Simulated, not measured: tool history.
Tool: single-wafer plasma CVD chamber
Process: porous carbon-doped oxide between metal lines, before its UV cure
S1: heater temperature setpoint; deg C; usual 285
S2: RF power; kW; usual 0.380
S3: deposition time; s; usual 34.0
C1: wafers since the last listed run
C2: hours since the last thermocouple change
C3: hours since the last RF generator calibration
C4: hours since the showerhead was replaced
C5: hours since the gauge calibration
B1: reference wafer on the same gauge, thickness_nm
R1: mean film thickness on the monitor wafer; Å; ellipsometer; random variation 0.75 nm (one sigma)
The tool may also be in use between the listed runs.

run 1 hour=0.0 | S1=285 S2=0.380 S3=39.2 | C1=0 C2=1151.5 C3=289.2 C4=3755.3 C5=294.1 | B1=152.732 | R1=1817.81
run 2 hour=51.5 | S1=285 S2=0.380 S3=39.2 | C1=959 C2=1203.0 C3=340.7 C4=3806.8 C5=345.6 | B1=152.618 | R1=1815.03
run 3 hour=86.2 | S1=285 S2=0.380 S3=39.2 | C1=646 C2=1237.7 C3=375.4 C4=3841.5 C5=380.3 | B1=152.434 | R1=1799.45
run 4 hour=136.5 | S1=285 S2=0.380 S3=34.0 | C1=937 C2=1288.0 C3=425.7 C4=3891.8 C5=430.6 | B1=152.113 | R1=1571.55
run 5 hour=197.1 | S1=285 S2=0.380 S3=34.0 | C1=1129 C2=1348.6 C3=486.3 C4=3952.4 C5=491.2 | B1=152.027 | R1=1562.51
run 6 hour=221.6 | S1=285 S2=0.380 S3=34.0 | C1=456 C2=1373.1 C3=510.8 C4=3976.9 C5=515.7 | B1=151.823 | R1=1569.65
run 7 hour=248.4 | S1=293 S2=0.380 S3=34.0 | C1=499 C2=1399.9 C3=537.6 C4=4003.7 C5=542.5 | B1=151.722 | R1=1483.49
run 8 hour=307.7 | S1=285 S2=0.365 S3=34.0 | C1=1105 C2=1459.2 C3=596.9 C4=4063.0 C5=601.8 | B1=151.502 | R1=1525.17
-- hour=352.1 thermocouple changed; heater temperature recalibrated
run 9 hour=359.4 | S1=285 S2=0.365 S3=34.0 | C1=814 C2=7.3 C3=648.6 C4=4114.7 C5=653.5 | B1=151.297 | R1=1509.78
run 10 hour=387.5 | S1=285 S2=0.380 S3=34.0 | C1=523 C2=35.4 C3=676.7 C4=4142.8 C5=681.6 | B1=151.161 | R1=1546.20
run 11 hour=457.3 | S1=285 S2=0.380 S3=34.0 | C1=1301 C2=105.2 C3=746.5 C4=4212.6 C5=751.4 | B1=150.748 | R1=1563.28
run 12 hour=492.8 | S1=285 S2=0.310 S3=31.9 | C1=661 C2=140.7 C3=782.0 C4=4248.1 C5=786.9 | B1=150.531 | R1=1222.62
run 13 hour=573.4 | S1=298 S2=0.440 S3=37.6 | C1=1502 C2=221.3 C3=862.6 C4=4328.7 C5=867.5 | B1=150.302 | R1=1774.75
-- hour=608.5 showerhead replaced
run 14 hour=624.7 | S1=285 S2=0.415 S3=28.6 | C1=807 C2=272.6 C3=913.9 C4=16.2 C5=918.8 | B1=150.003 | R1=1409.37
-- hour=665.6 gauge calibrated
-- hour=697.3 RF generator calibrated
run 15 hour=697.8 | S1=285 S2=0.420 S3=34.0 | C1=1213 C2=345.7 C3=0.5 C4=89.3 C5=32.2 | B1=153.910 | R1=1723.65
run 16 hour=727.8 | S1=298 S2=0.380 S3=37.1 | C1=559 C2=375.7 C3=30.5 C4=119.3 C5=62.2 | B1=153.803 | R1=1602.00
run 17 hour=785.4 | S1=299 S2=0.380 S3=32.1 | C1=1073 C2=433.3 C3=88.1 C4=176.9 C5=119.8 | B1=153.584 | R1=1371.10
run 18 hour=854.9 | S1=274 S2=0.405 S3=38.6 | C1=1295 C2=502.8 C3=157.6 C4=246.4 C5=189.3 | B1=153.209 | R1=2041.60
run 19 hour=895.9 | S1=285 S2=0.380 S3=34.0 | C1=764 C2=543.8 C3=198.6 C4=287.4 C5=230.3 | B1=153.019 | R1=1593.40
run 20 hour=938.0 | S1=285 S2=0.435 S3=34.0 | C1=784 C2=585.9 C3=240.7 C4=329.5 C5=272.4 | B1=152.816 | R1=1785.73
run 21 hour=964.4 | S1=298 S2=0.380 S3=37.1 | C1=492 C2=612.3 C3=267.1 C4=355.9 C5=298.8 | B1=152.667 | R1=1588.50

Some steps in R1 between neighbouring runs. How much of each would the tool show without its hidden state too (settings, what came in, random variation), and how much is left for the hidden state, with any gauge scatter that isn't in both results?
The hidden state here: wafer temperature above the value expected at the setpoint (K); delivered RF power above the setpoint (%); gauge reads high (%).
Run 12 -> 13: S1 285 -> 298, S2 0.310 -> 0.440, S3 31.9 -> 37.6. R1 +552.13 Å: hidden state -16.99, all else +569.12.
Run 14 -> 15: S2 0.415 -> 0.420, S3 28.6 -> 34.0, gauge calibrated, RF generator calibrated. R1 +314.28 Å: hidden state +37.49, all else +276.79.
Run 17 -> 18: S1 299 -> 274, S2 0.380 -> 0.405, S3 32.1 -> 38.6. R1 +670.50 Å: hidden state -6.16, all else +676.66.
